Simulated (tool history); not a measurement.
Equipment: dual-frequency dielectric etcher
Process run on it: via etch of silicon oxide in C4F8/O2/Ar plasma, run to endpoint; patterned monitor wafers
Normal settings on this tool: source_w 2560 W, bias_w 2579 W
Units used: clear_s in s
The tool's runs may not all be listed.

run    hour  source_w  bias_w  incoming incoming film thickness, nm  clear_s
  1       0      2560    2299                                1212.2    222.1
  2    70.5      2560    2333                                1222.1    220.7
  3   139.6      2560    2333                                1224.3    218.9
  4   186.1      2560    2333                                1223.7    217.8
  5   251.9      2560    2579                                1224.8    214.7
  6   311.5      2960    2579                                  1234    204.2
  7   368.7      2960    2579                                  1219    199.7
  8     453      2960    2579                                1222.9    203.4
  9     498      2760    2579                                1218.1    211.6
 10   593.5      1990    2898                                1221.5    234.5
 11   684.4      2050    3127                                1230.8    222.3
 12   754.8      3140    3051                                1219.9    190.3
 13   821.5      2560    3192                                1232.8    205.6
 14   877.9      2560    2299                                1214.8    212.1
 15   950.7      2560    2262                                1230.4    213.1
 16  1016.4      2560    2873                                1221.3    212.9
 17  1113.3      3010    2579                                1222.3    205.1
 18  1204.1      2770    2097                                1228.1      213

Missing from the log above: 5 entries noted between runs. For each, name the pair of listed runs it sits between and say how the tool's hidden condition differs from the listed run just before to the listed run just after:
Run 7 -> run 8: wet clean of the chamber (hour 452.5)
  etch rate over this chamber's usual, %: 3.75 -> 0.0235
  difference, measured minus the result without the unlogged condition, clear_s: -7.5 -> -0.1 s
Run 8 -> run 9: upper electrode replaced (hour 483.6)
  etch rate over this chamber's usual, %: 0.0235 -> 0.508
  difference, measured minus the result without the unlogged condition, clear_s: -0.1 -> -1.1 s
Run 10 -> run 11: bias power generator calibrated (hour 682.6)
  etch rate over this chamber's usual, %: 1.54 -> 2.52
  difference, measured minus the result without the unlogged condition, clear_s: -3.6 -> -5.6 s
Run 15 -> run 16: source power generator calibrated (hour 957.4); wet clean of the chamber (hour 995)
  etch rate over this chamber's usual, %: 5.38 -> 0.723
  difference, measured minus the result without the unlogged condition, clear_s: -11.5 -> -1.6 s
